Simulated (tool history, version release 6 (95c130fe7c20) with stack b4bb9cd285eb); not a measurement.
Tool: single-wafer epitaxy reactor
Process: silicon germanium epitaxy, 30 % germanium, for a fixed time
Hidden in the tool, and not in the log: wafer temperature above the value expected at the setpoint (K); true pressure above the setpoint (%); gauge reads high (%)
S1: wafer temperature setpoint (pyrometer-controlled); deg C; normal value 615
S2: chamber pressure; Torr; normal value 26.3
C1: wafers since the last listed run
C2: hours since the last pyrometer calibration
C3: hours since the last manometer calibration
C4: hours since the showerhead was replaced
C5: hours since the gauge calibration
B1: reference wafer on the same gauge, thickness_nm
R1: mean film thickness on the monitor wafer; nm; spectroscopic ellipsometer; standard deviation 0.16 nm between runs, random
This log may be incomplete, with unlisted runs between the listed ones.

Run 1, hour 0.0: usual settings; C1 0; C2 1243.6; C3 1004.4; C4 5000.1; C5 74.6; B1 80.199. Result: R1 84.031 nm.
Run 2, hour 6.6: usual settings; C1 180; C2 1250.2; C3 1011.0; C4 5006.7; C5 81.2; B1 80.261. Result: R1 83.710 nm.
Run 3, hour 14.7: usual settings; C1 221; C2 1258.3; C3 1019.1; C4 5014.8; C5 89.3; B1 80.242. Result: R1 83.830 nm.
Run 4, hour 24.0: usual settings; C1 254; C2 1267.6; C3 1028.4; C4 5024.1; C5 98.6; B1 80.171. Result: R1 83.769 nm.
Run 5, hour 36.3: usual settings; C1 337; C2 1279.9; C3 1040.7; C4 5036.4; C5 110.9; B1 80.279. Result: R1 84.097 nm.
Run 6, hour 54.2: usual settings but S1 604 deg C; C1 490; C2 1297.8; C3 1058.6; C4 5054.3; C5 128.8; B1 80.162. Result: R1 67.068 nm.
Run 7, hour 68.9: usual settings but S1 604 deg C; C1 402; C2 1312.5; C3 1073.3; C4 5069.0; C5 143.5; B1 80.200. Result: R1 67.033 nm.
Run 8, hour 79.3: usual settings but S1 604 deg C; C1 284; C2 1322.9; C3 1083.7; C4 5079.4; C5 153.9; B1 80.149. Result: R1 67.045 nm.
Run 9, hour 91.7: usual settings but S2 23.0 Torr; C1 339; C2 1335.3; C3 1096.1; C4 5091.8; C5 166.3; B1 80.158. Result: R1 81.950 nm.
Run 10, hour 105.4: usual settings but S2 23.0 Torr; C1 375; C2 1349.0; C3 1109.8; C4 5105.5; C5 180.0; B1 80.157. Result: R1 81.681 nm.
Run 11, hour 115.9: usual settings; C1 287; C2 1359.5; C3 1120.3; C4 5116.0; C5 190.5; B1 80.159. Result: R1 83.856 nm.
Run 12, hour 127.5: usual settings but S1 630 deg C, S2 31.7 Torr; C1 317; C2 1371.1; C3 1131.9; C4 5127.6; C5 202.1; B1 80.187. Result: R1 117.590 nm.
Run 13, hour 172.8: usual settings; C1 1241; C2 1416.4; C3 1177.2; C4 5172.9; C5 247.4; B1 80.203. Result: R1 83.667 nm.
Run 14, hour 182.5: usual settings but S1 600 deg C, S2 22.1 Torr; C1 265; C2 1426.1; C3 1186.9; C4 5182.6; C5 257.1; B1 80.207. Result: R1 59.539 nm.
Run 15, hour 197.0: usual settings but S1 627 deg C; C1 397; C2 1440.6; C3 1201.4; C4 5197.1; C5 271.6; B1 80.192. Result: R1 106.536 nm.
Run 16, hour 208.7: usual settings; C1 320; C2 1452.3; C3 1213.1; C4 5208.8; C5 283.3; B1 80.246. Result: R1 83.857 nm.
Run 17, hour 219.1: usual settings but S1 630 deg C, S2 31.7 Torr; C1 284; C2 1462.7; C3 1223.5; C4 5219.2; C5 293.7; B1 80.190. Result: R1 117.346 nm.
Run 18, hour 230.3: usual settings; C1 306; C2 1473.9; C3 1234.7; C4 5230.4; C5 304.9; B1 80.220. Result: R1 83.722 nm.
Run 19, hour 246.7: usual settings; C1 449; C2 1490.3; C3 1251.1; C4 5246.8; C5 321.3; B1 80.179. Result: R1 83.894 nm.
Run 20, hour 295.4: usual settings but S2 22.6 Torr; C1 1334; C2 1539.0; C3 1299.8; C4 5295.5; C5 370.0; B1 80.232. Result: R1 81.679 nm.
At hour 303.7: capacitance manometer re-zeroed and calibrated.
Run 21, hour 306.0: usual settings but S1 623 deg C, S2 28.2 Torr; C1 71; C2 1549.6; C3 2.3; C4 5306.1; C5 380.6; B1 80.221. Result: R1 98.437 nm.
Run 22, hour 312.5: usual settings but S1 606 deg C, S2 29.4 Torr; C1 178; C2 1556.1; C3 8.8; C4 5312.6; C5 387.1; B1 80.238. Result: R1 70.204 nm.
Run 23, hour 329.2: usual settings but S2 20.1 Torr; C1 457; C2 1572.8; C3 25.5; C4 5329.3; C5 403.8; B1 80.184. Result: R1 78.392 nm.
Run 24, hour 338.3: usual settings but S1 622 deg C, S2 20.3 Torr; C1 249; C2 1581.9; C3 34.6; C4 5338.4; C5 412.9; B1 80.224. Result: R1 90.482 nm.
At hour 348.3: gauge calibrated.
At hour 351.0: pyrometer calibrated.
Run 25, hour 351.5: usual settings but S1 626 deg C, S2 30.4 Torr; C1 142; C2 0.5; C3 47.8; C4 5351.6; C5 3.2; B1 80.187. Result: R1 109.767 nm.
At hour 360.2: showerhead replaced.
Run 26, hour 361.9: usual settings; C1 65; C2 10.9; C3 58.2; C4 1.7; C5 13.6; B1 80.117. Result: R1 85.543 nm.
Run 27, hour 405.3: usual settings but S1 621 deg C, S2 22.1 Torr; C1 1189; C2 54.3; C3 101.6; C4 45.1; C5 57.0; B1 80.240. Result: R1 93.377 nm.
Run 28, hour 411.9: usual settings but S2 23.5 Torr; C1 180; C2 60.9; C3 108.2; C4 51.7; C5 63.6; B1 80.188. Result: R1 83.790 nm.
Run 29, hour 418.1: usual settings but S1 604 deg C, S2 23.5 Torr; C1 169; C2 67.1; C3 114.4; C4 57.9; C5 69.8; B1 80.223. Result: R1 66.665 nm.
Run 30, hour 429.6: usual settings; C1 315; C2 78.6; C3 125.9; C4 69.4; C5 81.3; B1 80.167. Result: R1 85.545 nm.
Run 31, hour 438.9: usual settings but S1 619 deg C, S2 30.1 Torr; C1 254; C2 87.9; C3 135.2; C4 78.7; C5 90.6; B1 80.215. Result: R1 95.150 nm.
Run 32, hour 455.7: usual settings but S1 627 deg C; C1 460; C2 104.7; C3 152.0; C4 95.5; C5 107.4; B1 80.185. Result: R1 108.283 nm.
Run 33, hour 462.1: usual settings; C1 175; C2 111.1; C3 158.4; C4 101.9; C5 113.8; B1 80.184. Result: R1 85.502 nm.
Run 34, hour 472.6: usual settings but S1 606 deg C; C1 287; C2 121.6; C3 168.9; C4 112.4; C5 124.3; B1 80.225. Result: R1 71.205 nm.
Run 35, hour 486.4: usual settings; C1 378; C2 135.4; C3 182.7; C4 126.2; C5 138.1; B1 80.274. Result: R1 85.293 nm.
Run 36, hour 527.0: usual settings but S1 611 deg C, S2 20.0 Torr; C1 1112; C2 176.0; C3 223.3; C4 166.8; C5 178.7; B1 80.193. Result: R1 74.724 nm.

Run by run, hidden condition taken away, random variation retained:
run       R1
  1   85.598
  2   85.274
  3   85.400
  4   85.342
  5   85.681
  6   68.396
  7   68.366
  8   68.381
  9   83.512
 10   83.241
 11   85.460
 12  119.697
 13   85.279
 14   60.768
 15  108.479
 16   85.476
 17  119.456
 18   85.339
 19   85.516
 20   83.256
 21  101.760
 22   72.706
 23   81.151
 24   93.626
 25  109.628
 26   85.464
 27   93.389
 28   83.819
 29   66.707
 30   85.614
 31   95.243
 32  108.423
 33   85.638
 34   71.346
 35   85.478
 36   74.962

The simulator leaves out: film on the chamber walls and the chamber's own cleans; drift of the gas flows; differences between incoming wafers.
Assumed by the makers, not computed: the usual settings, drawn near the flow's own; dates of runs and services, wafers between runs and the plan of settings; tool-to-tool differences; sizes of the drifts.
